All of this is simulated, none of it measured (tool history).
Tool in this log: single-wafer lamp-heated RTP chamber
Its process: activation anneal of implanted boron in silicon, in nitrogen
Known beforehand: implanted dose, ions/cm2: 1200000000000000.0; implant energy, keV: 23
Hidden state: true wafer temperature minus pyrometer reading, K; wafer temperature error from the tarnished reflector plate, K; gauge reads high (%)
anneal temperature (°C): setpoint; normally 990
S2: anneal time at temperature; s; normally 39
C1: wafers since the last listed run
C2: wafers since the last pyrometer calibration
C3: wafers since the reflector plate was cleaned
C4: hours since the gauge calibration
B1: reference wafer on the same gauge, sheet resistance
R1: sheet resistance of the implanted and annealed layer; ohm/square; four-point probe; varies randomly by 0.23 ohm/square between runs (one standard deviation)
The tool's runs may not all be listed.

{"run": 1, "hour": 0.0, "anneal temperature (°C)": 1013, "S2": 39, "C1": 0, "C2": 4579, "C3": 5767, "C4": 2607.3, "B1": 90.92, "R1": 101.15}
{"run": 2, "hour": 37.2, "anneal temperature (°C)": 990, "S2": 39, "C1": 268, "C2": 4848, "C3": 6035, "C4": 2644.5, "B1": 90.96, "R1": 106.33}
{"run": 3, "hour": 143.6, "anneal temperature (°C)": 990, "S2": 39, "C1": 768, "C2": 5617, "C3": 6804, "C4": 2750.9, "B1": 91.02, "R1": 106.15}
{"run": 4, "hour": 243.3, "anneal temperature (°C)": 990, "S2": 33, "C1": 720, "C2": 6337, "C3": 7524, "C4": 2850.6, "B1": 90.94, "R1": 106.57}
{"hour": 279.4, "done": "pyrometer window cleaned and pyrometer calibrated"}
{"run": 5, "hour": 325.0, "anneal temperature (°C)": 990, "S2": 33, "C1": 532, "C2": 329, "C3": 8056, "C4": 2932.3, "B1": 91.02, "R1": 106.56}
{"run": 6, "hour": 404.5, "anneal temperature (°C)": 967, "S2": 57, "C1": 574, "C2": 903, "C3": 8631, "C4": 3011.8, "B1": 91.05, "R1": 115.8}
{"run": 7, "hour": 449.5, "anneal temperature (°C)": 967, "S2": 57, "C1": 325, "C2": 1228, "C3": 8956, "C4": 3056.8, "B1": 91.04, "R1": 115.91}
{"run": 8, "hour": 504.3, "anneal temperature (°C)": 998, "S2": 21, "C1": 395, "C2": 1624, "C3": 9352, "C4": 3111.6, "B1": 91.03, "R1": 105.44}
{"run": 9, "hour": 546.0, "anneal temperature (°C)": 990, "S2": 32, "C1": 301, "C2": 1925, "C3": 9653, "C4": 3153.3, "B1": 91.02, "R1": 107.16}
{"hour": 606.2, "done": "reflector plate cleaned"}
{"run": 10, "hour": 620.9, "anneal temperature (°C)": 982, "S2": 39, "C1": 483, "C2": 2408, "C3": 106, "C4": 3228.2, "B1": 91.0, "R1": 109.27}
{"run": 11, "hour": 727.2, "anneal temperature (°C)": 982, "S2": 39, "C1": 767, "C2": 3176, "C3": 874, "C4": 3334.5, "B1": 91.06, "R1": 109.42}
{"run": 12, "hour": 826.1, "anneal temperature (°C)": 990, "S2": 55, "C1": 714, "C2": 3891, "C3": 1588, "C4": 3433.4, "B1": 91.06, "R1": 104.83}
{"run": 13, "hour": 907.2, "anneal temperature (°C)": 990, "S2": 55, "C1": 585, "C2": 4477, "C3": 2174, "C4": 3514.5, "B1": 90.9, "R1": 105.39}
{"run": 14, "hour": 979.5, "anneal temperature (°C)": 990, "S2": 25, "C1": 522, "C2": 4999, "C3": 2696, "C4": 3586.8, "B1": 90.89, "R1": 108.31}
{"hour": 1038.0, "done": "pyrometer window cleaned and pyrometer calibrated"}
{"hour": 1038.5, "done": "gauge calibrated"}
{"run": 15, "hour": 1053.0, "anneal temperature (°C)": 1004, "S2": 60, "C1": 473, "C2": 108, "C3": 3169, "C4": 14.5, "B1": 90.95, "R1": 101.94}
{"run": 16, "hour": 1115.3, "anneal temperature (°C)": 971, "S2": 39, "C1": 450, "C2": 558, "C3": 3619, "C4": 76.8, "B1": 91.05, "R1": 115.84}
{"run": 17, "hour": 1212.6, "anneal temperature (°C)": 1019, "S2": 39, "C1": 702, "C2": 1261, "C3": 4322, "C4": 174.1, "B1": 90.93, "R1": 100.24}
{"run": 18, "hour": 1296.7, "anneal temperature (°C)": 1008, "S2": 23, "C1": 607, "C2": 1868, "C3": 4930, "C4": 258.2, "B1": 91.01, "R1": 103.29}
{"run": 19, "hour": 1367.7, "anneal temperature (°C)": 977, "S2": 18, "C1": 512, "C2": 2381, "C3": 5443, "C4": 329.2, "B1": 91.0, "R1": 117.43}
{"run": 20, "hour": 1449.0, "anneal temperature (°C)": 990, "S2": 54, "C1": 587, "C2": 2968, "C3": 6030, "C4": 410.5, "B1": 91.05, "R1": 105.27}
{"run": 21, "hour": 1548.6, "anneal temperature (°C)": 1002, "S2": 21, "C1": 719, "C2": 3688, "C3": 6749, "C4": 510.1, "B1": 91.05, "R1": 104.75}
{"run": 22, "hour": 1622.3, "anneal temperature (°C)": 980, "S2": 39, "C1": 532, "C2": 4220, "C3": 7282, "C4": 583.8, "B1": 90.94, "R1": 110.57}
{"run": 23, "hour": 1692.0, "anneal temperature (°C)": 990, "S2": 39, "C1": 503, "C2": 4724, "C3": 7785, "C4": 653.5, "B1": 90.99, "R1": 106.6}
{"run": 24, "hour": 1775.8, "anneal temperature (°C)": 972, "S2": 25, "C1": 605, "C2": 5329, "C3": 8391, "C4": 737.3, "B1": 91.06, "R1": 118.56}
{"run": 25, "hour": 1836.0, "anneal temperature (°C)": 990, "S2": 39, "C1": 434, "C2": 5764, "C3": 8825, "C4": 797.5, "B1": 90.91, "R1": 106.03}
{"hour": 1867.5, "done": "pyrometer window cleaned and pyrometer calibrated"}
{"run": 26, "hour": 1898.6, "anneal temperature (°C)": 1008, "S2": 60, "C1": 394, "C2": 224, "C3": 9220, "C4": 860.1, "B1": 91.01, "R1": 101.33}
{"run": 27, "hour": 1940.5, "anneal temperature (°C)": 990, "S2": 39, "C1": 302, "C2": 527, "C3": 9522, "C4": 902.0, "B1": 90.95, "R1": 106.05}
{"hour": 1973.5, "done": "reflector plate cleaned"}
{"run": 28, "hour": 1984.1, "anneal temperature (°C)": 980, "S2": 52, "C1": 257, "C2": 784, "C3": 76, "C4": 945.6, "B1": 91.07, "R1": 108.93}
{"run": 29, "hour": 2029.5, "anneal temperature (°C)": 990, "S2": 39, "C1": 327, "C2": 1112, "C3": 404, "C4": 991.0, "B1": 91.01, "R1": 106.54}
{"run": 30, "hour": 2130.6, "anneal temperature (°C)": 990, "S2": 39, "C1": 730, "C2": 1842, "C3": 1134, "C4": 1092.1, "B1": 90.99, "R1": 106.39}
{"run": 31, "hour": 2227.2, "anneal temperature (°C)": 990, "S2": 59, "C1": 697, "C2": 2540, "C3": 1832, "C4": 1188.7, "B1": 91.01, "R1": 104.82}
{"run": 32, "hour": 2332.4, "anneal temperature (°C)": 1019, "S2": 22, "C1": 759, "C2": 3300, "C3": 2592, "C4": 1293.9, "B1": 90.93, "R1": 101.27}
{"run": 33, "hour": 2463.1, "anneal temperature (°C)": 990, "S2": 18, "C1": 944, "C2": 4244, "C3": 3536, "C4": 1424.6, "B1": 91.07, "R1": 109.31}
{"run": 34, "hour": 2565.2, "anneal temperature (°C)": 1003, "S2": 39, "C1": 737, "C2": 4981, "C3": 4273, "C4": 1526.7, "B1": 90.99, "R1": 102.98}
{"run": 35, "hour": 2626.2, "anneal temperature (°C)": 971, "S2": 50, "C1": 440, "C2": 5422, "C3": 4714, "C4": 1587.7, "B1": 91.11, "R1": 113.9}
{"run": 36, "hour": 2698.7, "anneal temperature (°C)": 972, "S2": 39, "C1": 523, "C2": 5946, "C3": 5238, "C4": 1660.2, "B1": 91.02, "R1": 115.05}
{"hour": 2753.8, "done": "pyrometer window cleaned and pyrometer calibrated"}
{"run": 37, "hour": 3019.7, "anneal temperature (°C)": 1008, "S2": 16, "C1": 2260, "C2": 1920, "C3": 7499, "C4": 1981.2, "B1": 90.98, "R1": 103.72}
{"run": 38, "hour": 3086.4, "anneal temperature (°C)": 973, "S2": 23, "C1": 481, "C2": 2402, "C3": 7981, "C4": 2047.9, "B1": 90.99, "R1": 118.7}

What differs in the tool's unlogged condition from the final listed run ahead of each entry between runs to the first listed run following it?
Logged between run 4 and run 5: pyrometer window cleaned and pyrometer calibrated (hour 279.4)
  nothing in the hidden state changes from one run to the other
Logged between run 9 and run 10: reflector plate cleaned (hour 606.2)
  nothing in the hidden state changes from one run to the other
Logged between run 14 and run 15: pyrometer window cleaned and pyrometer calibrated (hour 1038.0); gauge calibrated (hour 1038.5)
  nothing in the hidden state changes from one run to the other
Logged between run 25 and run 26: pyrometer window cleaned and pyrometer calibrated (hour 1867.5)
  nothing in the hidden state changes from one run to the other
Logged between run 27 and run 28: reflector plate cleaned (hour 1973.5)
  nothing in the hidden state changes from one run to the other
Logged between run 36 and run 37: pyrometer window cleaned and pyrometer calibrated (hour 2753.8)
  nothing in the hidden state changes from one run to the other

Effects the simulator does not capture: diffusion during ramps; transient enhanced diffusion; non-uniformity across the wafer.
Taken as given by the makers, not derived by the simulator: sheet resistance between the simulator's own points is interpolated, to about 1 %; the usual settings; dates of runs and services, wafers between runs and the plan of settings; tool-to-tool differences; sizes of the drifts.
